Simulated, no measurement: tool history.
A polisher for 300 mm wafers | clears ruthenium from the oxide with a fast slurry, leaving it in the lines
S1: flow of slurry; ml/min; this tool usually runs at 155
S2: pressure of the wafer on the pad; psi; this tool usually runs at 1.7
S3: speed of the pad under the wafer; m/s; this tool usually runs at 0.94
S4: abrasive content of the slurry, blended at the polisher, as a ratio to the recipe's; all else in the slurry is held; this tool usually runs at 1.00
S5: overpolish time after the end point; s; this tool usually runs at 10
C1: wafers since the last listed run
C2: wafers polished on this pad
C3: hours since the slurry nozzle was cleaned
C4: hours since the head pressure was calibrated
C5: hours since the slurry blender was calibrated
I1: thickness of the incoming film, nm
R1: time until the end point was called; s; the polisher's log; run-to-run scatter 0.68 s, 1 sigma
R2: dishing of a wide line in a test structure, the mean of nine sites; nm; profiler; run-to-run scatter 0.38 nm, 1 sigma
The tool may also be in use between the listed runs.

run     day   S1   S2    S3    S4  S5   C1    C2     C3      C4     C5     I1     R1    R2
  1   0.000  185  1.7  0.94  1.00  10    0   457  806.0  1172.5  165.5  190.2   97.2  17.7
  2   0.258  185  1.7  0.94  1.00  10   40   498  812.2  1178.7  171.7  191.8   99.5  17.2
  3   0.908  155  1.7  0.94  1.00  10  101   599  827.8  1194.3  187.3  191.7  103.1  17.0
  4   1.562  155  1.7  0.94  1.00  10  102   701  843.5  1210.0  203.0  186.4  101.3  16.5
  5   1.833  155  1.7  0.94  1.00  10   42   743  850.0  1216.5  209.5  187.0  101.0  16.4
  6   3.808  155  1.7  0.94  1.05  10  308  1052  897.4  1263.9  256.9  187.9   99.7  17.1
      4.288  -- worn pad replaced by a new one
  7   4.500  155  1.7  0.94  1.05  10   81    33  914.0  1280.5  273.5  190.5   99.5  16.9
  8   5.038  155  1.7  0.94  1.00  10   83   117  926.9  1293.4  286.4  191.5  103.5  16.1
      5.554  -- head pressure recalibrated
  9   5.608  155  1.7  0.94  1.00  10   76   193  940.6     1.3  300.1  191.2  103.7  16.0
 10   5.904  155  1.7  0.94  1.00  10   46   239  947.7     8.4  307.2  190.3  102.8  15.9
 11   6.229  155  1.7  0.94  1.10  10   50   290  955.5    16.2  315.0  189.9   99.0  17.0
      8.362  -- slurry nozzle cleaned
 12   8.383  155  1.7  0.94  1.10  10  329   619    0.5    67.9  366.7  190.9   89.6  18.8
 13   8.629  155  1.7  0.82  1.20  10   38   658    6.4    73.8  372.6  187.2   94.9  17.2
 14   9.221  155  1.7  0.82  1.20  10   92   750   20.6    88.0  386.8  190.9   97.8  17.6
 15   9.550  155  1.7  0.94  1.00  10   51   801   28.5    95.9  394.7  187.8   95.8  17.7
     10.088  -- slurry blender recalibrated
 16  10.238  155  2.0  0.94  1.00  10   94   896   45.0   112.4    3.6  187.8   76.1  21.5
 17  10.662  205  1.7  0.94  1.20   4   66   962   55.2   122.6   13.8  190.8   75.7   9.2
 18  10.979  155  1.7  1.22  1.00  15   49  1011   62.8   130.2   21.4  190.5   66.8  36.3
     11.388  -- worn pad replaced by a new one
 19  11.408  155  1.2  0.94  0.85  10   40     2   73.1   140.5   31.7  194.1  122.8  13.8
 20  13.396  155  2.2  0.94  1.00  10  310   313  120.8   188.2   79.4  188.3   76.3  21.3
 21  13.858  155  1.7  0.94  1.00  10   72   385  131.9   199.3   90.5  189.4   92.1  17.9
 22  14.304  130  1.4  1.18  1.00  14   69   454  142.6   210.0  101.2  188.7   83.5  26.6
 23  14.567  155  2.0  0.94  0.70  10   40   495  148.9   216.3  107.5  188.0  115.9  14.6
 24  15.238  105  1.7  1.04  0.90  10  104   600  165.0   232.4  123.6  193.2   99.3  16.4
 25  15.500  155  1.5  0.80  1.00  14   40   641  171.3   238.7  129.9  190.0  120.2  20.1
 26  16.046  155  1.7  0.94  1.00  10   85   726  184.4   251.8  143.0  192.1   94.8  18.0
 27  16.783  155  1.7  0.94  1.00  10  115   841  202.1   269.5  160.7  189.5   94.2  17.7
 28  17.362  155  1.5  0.66  1.00   6   90   932  216.0   283.4  174.6  190.5  146.7   7.0
 29  17.942  170  1.7  1.04  0.80  10   90  1022  229.9   297.3  188.5  188.7  102.0  16.4

Alternative continuations, all from the tool just after run 29; predict every row:
  A  17.958  155  1.7  0.94  1.00   7   2  1025  230.3  297.7  188.9  189.2   ?   ?
  B  17.958  130  1.7  0.94  1.00  10   2  1025  230.3  297.7  188.9  189.2   ?   ?
  C  17.958  155  1.3  0.94  1.00  15   2  1025  230.3  297.7  188.9  189.2   ?   ?
  D  17.958  155  1.3  1.12  1.00  10   2  1025  230.3  297.7  188.9  189.2   ?   ?

run     R1    R2
  A   95.7  12.7
  B   98.9  17.3
  C  111.4  22.8
  D   93.5  18.3
Stripped of hidden state, with their random variation kept, the same runs would have yielded:
run    R1    R2
  A  84.5  14.3
  B  86.9  19.6
  C  98.4  25.6
  D  82.6  20.6

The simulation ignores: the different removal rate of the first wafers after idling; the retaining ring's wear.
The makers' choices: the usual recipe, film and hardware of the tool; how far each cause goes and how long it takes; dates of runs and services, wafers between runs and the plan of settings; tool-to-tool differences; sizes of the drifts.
